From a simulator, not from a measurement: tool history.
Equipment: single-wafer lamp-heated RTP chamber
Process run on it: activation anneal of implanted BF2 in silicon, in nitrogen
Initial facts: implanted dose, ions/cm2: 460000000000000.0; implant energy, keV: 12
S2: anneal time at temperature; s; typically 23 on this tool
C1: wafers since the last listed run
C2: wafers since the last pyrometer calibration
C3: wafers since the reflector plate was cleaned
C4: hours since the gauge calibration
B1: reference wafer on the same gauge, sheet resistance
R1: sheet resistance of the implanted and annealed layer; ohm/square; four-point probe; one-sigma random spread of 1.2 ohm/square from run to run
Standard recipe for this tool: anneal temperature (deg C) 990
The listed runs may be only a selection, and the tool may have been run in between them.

run 1 hour=0.0 | anneal_temperature_(deg_C)=990 S2=23 | C1=0 C2=772 C3=6244 C4=373.5 | B1=353.02 | R1=331.39
-- hour=5.5 gauge calibrated
run 2 hour=26.1 | anneal_temperature_(deg_C)=990 S2=23 | C1=406 C2=1178 C3=6650 C4=20.6 | B1=353.36 | R1=328.60
run 3 hour=45.2 | anneal_temperature_(deg_C)=990 S2=23 | C1=297 C2=1475 C3=6948 C4=39.7 | B1=353.12 | R1=330.84
run 4 hour=73.9 | anneal_temperature_(deg_C)=999 S2=23 | C1=446 C2=1921 C3=7394 C4=68.4 | B1=352.70 | R1=321.11
run 5 hour=102.5 | anneal_temperature_(deg_C)=990 S2=23 | C1=444 C2=2366 C3=7839 C4=97.0 | B1=352.88 | R1=328.37
run 6 hour=121.2 | anneal_temperature_(deg_C)=990 S2=23 | C1=290 C2=2657 C3=8130 C4=115.7 | B1=353.46 | R1=328.29
-- hour=156.3 pyrometer window cleaned and pyrometer calibrated
run 7 hour=156.8 | anneal_temperature_(deg_C)=990 S2=23 | C1=429 C2=8 C3=8559 C4=151.3 | B1=352.24 | R1=330.11
run 8 hour=178.4 | anneal_temperature_(deg_C)=990 S2=23 | C1=336 C2=344 C3=8895 C4=172.9 | B1=352.85 | R1=329.95
run 9 hour=198.0 | anneal_temperature_(deg_C)=990 S2=23 | C1=304 C2=649 C3=9200 C4=192.5 | B1=352.92 | R1=327.11
run 10 hour=232.2 | anneal_temperature_(deg_C)=990 S2=23 | C1=532 C2=1181 C3=9732 C4=226.7 | B1=352.95 | R1=327.11
run 11 hour=251.2 | anneal_temperature_(deg_C)=990 S2=23 | C1=295 C2=1476 C3=10028 C4=245.7 | B1=352.58 | R1=330.77
-- hour=264.2 reflector plate cleaned
run 12 hour=283.0 | anneal_temperature_(deg_C)=990 S2=23 | C1=370 C2=1847 C3=292 C4=277.5 | B1=352.53 | R1=330.32
run 13 hour=300.5 | anneal_temperature_(deg_C)=1001 S2=14 | C1=272 C2=2119 C3=564 C4=295.0 | B1=353.21 | R1=331.43
run 14 hour=313.3 | anneal_temperature_(deg_C)=990 S2=23 | C1=199 C2=2318 C3=763 C4=307.8 | B1=353.08 | R1=330.16
run 15 hour=327.5 | anneal_temperature_(deg_C)=966 S2=15 | C1=220 C2=2539 C3=984 C4=322.0 | B1=353.47 | R1=390.72
run 16 hour=341.9 | anneal_temperature_(deg_C)=990 S2=23 | C1=224 C2=2763 C3=1208 C4=336.4 | B1=353.12 | R1=329.76
-- hour=351.7 gauge calibrated
-- hour=365.3 pyrometer window cleaned and pyrometer calibrated
run 17 hour=377.7 | anneal_temperature_(deg_C)=1013 S2=33 | C1=432 C2=192 C3=1641 C4=26.0 | B1=352.63 | R1=305.03
run 18 hour=394.7 | anneal_temperature_(deg_C)=990 S2=36 | C1=264 C2=457 C3=1905 C4=43.0 | B1=353.30 | R1=319.88
run 19 hour=407.8 | anneal_temperature_(deg_C)=967 S2=17 | C1=203 C2=661 C3=2109 C4=56.1 | B1=352.92 | R1=385.00
run 20 hour=434.6 | anneal_temperature_(deg_C)=963 S2=23 | C1=416 C2=1078 C3=2526 C4=82.9 | B1=352.58 | R1=380.88
run 21 hour=455.9 | anneal_temperature_(deg_C)=990 S2=23 | C1=331 C2=1409 C3=2857 C4=104.2 | B1=352.83 | R1=329.58
run 22 hour=488.0 | anneal_temperature_(deg_C)=1018 S2=12 | C1=499 C2=1908 C3=3357 C4=136.3 | B1=353.18 | R1=319.44
run 23 hour=504.7 | anneal_temperature_(deg_C)=990 S2=23 | C1=259 C2=2168 C3=3617 C4=153.0 | B1=353.34 | R1=329.82
run 24 hour=518.3 | anneal_temperature_(deg_C)=973 S2=23 | C1=211 C2=2380 C3=3828 C4=166.6 | B1=352.53 | R1=355.68

Describe how what the log doesn't record of the tool's condition differs between the last listed run preceding each entry between runs and the first listed run following it.
From run 1 to run 2: gauge calibrated (hour 5.5)
  no hidden state differs between the two runs
From run 6 to run 7: pyrometer window cleaned and pyrometer calibrated (hour 156.3)
  no hidden state differs between the two runs
From run 11 to run 12: reflector plate cleaned (hour 264.2)
  no hidden state differs between the two runs
From run 16 to run 17: gauge calibrated (hour 351.7); pyrometer window cleaned and pyrometer calibrated (hour 365.3)
  no hidden state differs between the two runs
